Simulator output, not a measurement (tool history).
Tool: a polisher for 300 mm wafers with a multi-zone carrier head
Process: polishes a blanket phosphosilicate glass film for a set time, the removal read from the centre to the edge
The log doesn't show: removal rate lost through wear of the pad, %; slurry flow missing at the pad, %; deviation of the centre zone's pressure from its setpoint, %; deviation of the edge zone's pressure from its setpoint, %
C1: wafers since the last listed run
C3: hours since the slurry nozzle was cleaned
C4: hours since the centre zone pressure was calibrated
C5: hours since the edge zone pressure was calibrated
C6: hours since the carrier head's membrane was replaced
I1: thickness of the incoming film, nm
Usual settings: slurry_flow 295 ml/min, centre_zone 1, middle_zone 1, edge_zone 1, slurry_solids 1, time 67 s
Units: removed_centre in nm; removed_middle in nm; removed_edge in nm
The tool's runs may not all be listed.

run 1 day=0 | slurry_flow=295 centre_zone=1 middle_zone=1.05 edge_zone=1 slurry_solids=1.3 time=87 | C1=0 wafers_polished_on_this_pad=486 C3=189 C4=249.3 C5=707.8 C6=496.3 | I1=3252.9 | removed_centre=677.2 removed_middle=760.2 removed_edge=719.3
run 2 day=3.425 | slurry_flow=365 centre_zone=1 middle_zone=0.88 edge_zone=1.07 slurry_solids=1 time=75 | C1=814 wafers_polished_on_this_pad=1301 C3=271.2 C4=331.5 C5=790 C6=578.5 | I1=3241.9 | removed_centre=541.2 removed_middle=509.4 removed_edge=630.7
run 3 day=7.558 | slurry_flow=195 centre_zone=1 middle_zone=1 edge_zone=0.93 slurry_solids=1 time=67 | C1=983 wafers_polished_on_this_pad=2284 C3=370.4 C4=430.7 C5=889.2 C6=677.7 | I1=3282.4 | removed_centre=439.1 removed_middle=486.2 removed_edge=459.5
-- day=12.538 carrier head's membrane replaced by a new one
run 4 day=17.45 | slurry_flow=295 centre_zone=1 middle_zone=1 edge_zone=1 slurry_solids=1 time=67 | C1=2303 wafers_polished_on_this_pad=4588 C3=607.8 C4=668.1 C5=1126.6 C6=117.9 | I1=3175.4 | removed_centre=456.9 removed_middle=509.6 removed_edge=520.9
run 5 day=19.583 | slurry_flow=295 centre_zone=1 middle_zone=1 edge_zone=1.08 slurry_solids=1 time=67 | C1=507 wafers_polished_on_this_pad=5096 C3=659 C4=719.3 C5=1177.8 C6=169.1 | I1=3281.9 | removed_centre=462.1 removed_middle=509.2 removed_edge=542.4
-- day=20.575 slurry nozzle cleaned
-- day=21.408 edge zone pressure recalibrated
run 6 day=22.008 | slurry_flow=295 centre_zone=0.91 middle_zone=1.06 edge_zone=1.08 slurry_solids=0.8 time=67 | C1=547 wafers_polished_on_this_pad=5643 C3=34.4 C4=777.5 C5=14.4 C6=227.3 | I1=3241.9 | removed_centre=356 removed_middle=509.3 removed_edge=524.8
-- day=22.125 centre zone pressure recalibrated
run 7 day=24.017 | slurry_flow=295 centre_zone=1.1 middle_zone=0.92 edge_zone=1 slurry_solids=0.75 time=74 | C1=457 wafers_polished_on_this_pad=6101 C3=82.6 C4=45.4 C5=62.6 C6=275.5 | I1=3307.2 | removed_centre=593.1 removed_middle=469.5 removed_edge=517.8
-- day=24.742 worn pad replaced by a new one
run 8 day=28.012 | slurry_flow=295 centre_zone=1.1 middle_zone=0.92 edge_zone=1 slurry_solids=0.75 time=74 | C1=910 wafers_polished_on_this_pad=777 C3=178.5 C4=141.3 C5=158.5 C6=371.4 | I1=3241.6 | removed_centre=570.8 removed_middle=467.3 removed_edge=521.2
run 9 day=29.838 | slurry_flow=240 centre_zone=1 middle_zone=1 edge_zone=1 slurry_solids=0.8 time=80 | C1=434 wafers_polished_on_this_pad=1211 C3=222.3 C4=185.1 C5=202.3 C6=415.2 | I1=3197.5 | removed_centre=522.2 removed_middle=558.7 removed_edge=558.3
run 10 day=33.029 | slurry_flow=215 centre_zone=1 middle_zone=1.07 edge_zone=1 slurry_solids=0.8 time=48 | C1=759 wafers_polished_on_this_pad=1971 C3=298.9 C4=261.7 C5=278.9 C6=491.8 | I1=3308.6 | removed_centre=299.7 removed_middle=354 removed_edge=325.2
run 11 day=35.892 | slurry_flow=295 centre_zone=0.92 middle_zone=1 edge_zone=1 slurry_solids=1 time=51 | C1=681 wafers_polished_on_this_pad=2652 C3=367.6 C4=330.4 C5=347.6 C6=560.5 | I1=3289.4 | removed_centre=302.9 removed_middle=389.2 removed_edge=392.4
run 12 day=40.671 | slurry_flow=295 centre_zone=1.11 middle_zone=1 edge_zone=0.89 slurry_solids=1 time=52 | C1=1137 wafers_polished_on_this_pad=3789 C3=482.3 C4=445.1 C5=462.3 C6=675.2 | I1=3210.9 | removed_centre=426.7 removed_middle=396.3 removed_edge=358
run 13 day=42.9 | slurry_flow=295 centre_zone=1.09 middle_zone=1 edge_zone=1 slurry_solids=1 time=67 | C1=530 wafers_polished_on_this_pad=4319 C3=535.8 C4=498.6 C5=515.8 C6=728.7 | I1=3244.6 | removed_centre=520.1 removed_middle=508 removed_edge=507.1
run 14 day=46.5 | slurry_flow=385 centre_zone=1 middle_zone=1 edge_zone=0.96 slurry_solids=1 time=67 | C1=856 wafers_polished_on_this_pad=5176 C3=622.2 C4=585 C5=602.2 C6=815.1 | I1=3176.2 | removed_centre=464.9 removed_middle=530.1 removed_edge=505.2
-- day=49.404 slurry nozzle cleaned
-- day=50.083 carrier head's membrane replaced by a new one
-- day=50.196 centre zone pressure recalibrated
run 15 day=51.942 | slurry_flow=295 centre_zone=1 middle_zone=1 edge_zone=1 slurry_solids=1 time=67 | C1=1215 wafers_polished_on_this_pad=6391 C3=60.9 C4=41.9 C5=732.8 C6=44.6 | I1=3291.5 | removed_centre=504.6 removed_middle=509.3 removed_edge=505.4
run 16 day=53.662 | slurry_flow=295 centre_zone=1 middle_zone=1.09 edge_zone=0.92 slurry_solids=1 time=67 | C1=409 wafers_polished_on_this_pad=6800 C3=102.2 C4=83.2 C5=774.1 C6=85.9 | I1=3248.1 | removed_centre=491.3 removed_middle=573.1 removed_edge=481.4
-- day=56.404 worn pad replaced by a new one
run 17 day=56.425 | slurry_flow=295 centre_zone=1 middle_zone=1 edge_zone=1 slurry_solids=1 time=67 | C1=617 wafers_polished_on_this_pad=4 C3=168.5 C4=149.5 C5=840.4 C6=152.2 | I1=3264.4 | removed_centre=484.3 removed_middle=514.9 removed_edge=528.4
run 18 day=58.462 | slurry_flow=295 centre_zone=1 middle_zone=1 edge_zone=1 slurry_solids=1 time=67 | C1=484 wafers_polished_on_this_pad=489 C3=217.4 C4=198.4 C5=889.3 C6=201.1 | I1=3287 | removed_centre=476.7 removed_middle=508.2 removed_edge=509
run 19 day=62.825 | slurry_flow=295 centre_zone=1 middle_zone=1 edge_zone=1 slurry_solids=1 time=67 | C1=1037 wafers_polished_on_this_pad=1527 C3=322.1 C4=303.1 C5=994 C6=305.8 | I1=3241.4 | removed_centre=472.7 removed_middle=514.4 removed_edge=515.7
run 20 day=64.771 | slurry_flow=295 centre_zone=1 middle_zone=1 edge_zone=0.91 slurry_solids=1 time=67 | C1=462 wafers_polished_on_this_pad=1990 C3=368.8 C4=349.8 C5=1040.7 C6=352.5 | I1=3244.6 | removed_centre=469 removed_middle=505.2 removed_edge=478.5
run 21 day=67.717 | slurry_flow=295 centre_zone=1 middle_zone=1 edge_zone=1 slurry_solids=1.3 time=55 | C1=700 wafers_polished_on_this_pad=2690 C3=439.5 C4=420.5 C5=1111.4 C6=423.2 | I1=3173.9 | removed_centre=416.5 removed_middle=459.2 removed_edge=455.8
-- day=69.608 edge zone pressure recalibrated
run 22 day=70.375 | slurry_flow=295 centre_zone=1 middle_zone=1 edge_zone=1 slurry_solids=1 time=67 | C1=612 wafers_polished_on_this_pad=3303 C3=503.3 C4=484.3 C5=18.4 C6=487 | I1=3186 | removed_centre=457 removed_middle=514.2 removed_edge=521

3 ways to go on from here, each from the tool as it stands after run 22. What would each give?
run A day=70.392 | slurry_flow=295 centre_zone=1 middle_zone=1 edge_zone=1 slurry_solids=1.2 time=67 | C1=3 wafers_polished_on_this_pad=3307 C3=503.7 C4=484.7 C5=18.8 C6=487.4 | I1=3249.8 | removed_centre=? removed_middle=? removed_edge=?
run B day=70.392 | slurry_flow=295 centre_zone=1 middle_zone=1 edge_zone=1.09 slurry_solids=1 time=67 | C1=3 wafers_polished_on_this_pad=3307 C3=503.7 C4=484.7 C5=18.8 C6=487.4 | I1=3249.8 | removed_centre=? removed_middle=? removed_edge=?
run C day=70.392 | slurry_flow=295 centre_zone=1 middle_zone=1 edge_zone=1 slurry_solids=0.8 time=67 | C1=3 wafers_polished_on_this_pad=3307 C3=503.7 C4=484.7 C5=18.8 C6=487.4 | I1=3249.8 | removed_centre=? removed_middle=? removed_edge=?

run=A removed_centre=490.2 removed_middle=541.6 removed_edge=550.9
run=B removed_centre=462.2 removed_middle=510.6 removed_edge=557.7
run=C removed_centre=429.5 removed_middle=474.5 removed_edge=482.7
Without the tool's hidden state the same runs would have given:
run=A removed_centre=544.9 removed_middle=541.3 removed_edge=550.9
run=B removed_centre=513.8 removed_middle=510.3 removed_edge=557.7
run=C removed_centre=477.4 removed_middle=474.2 removed_edge=482.7
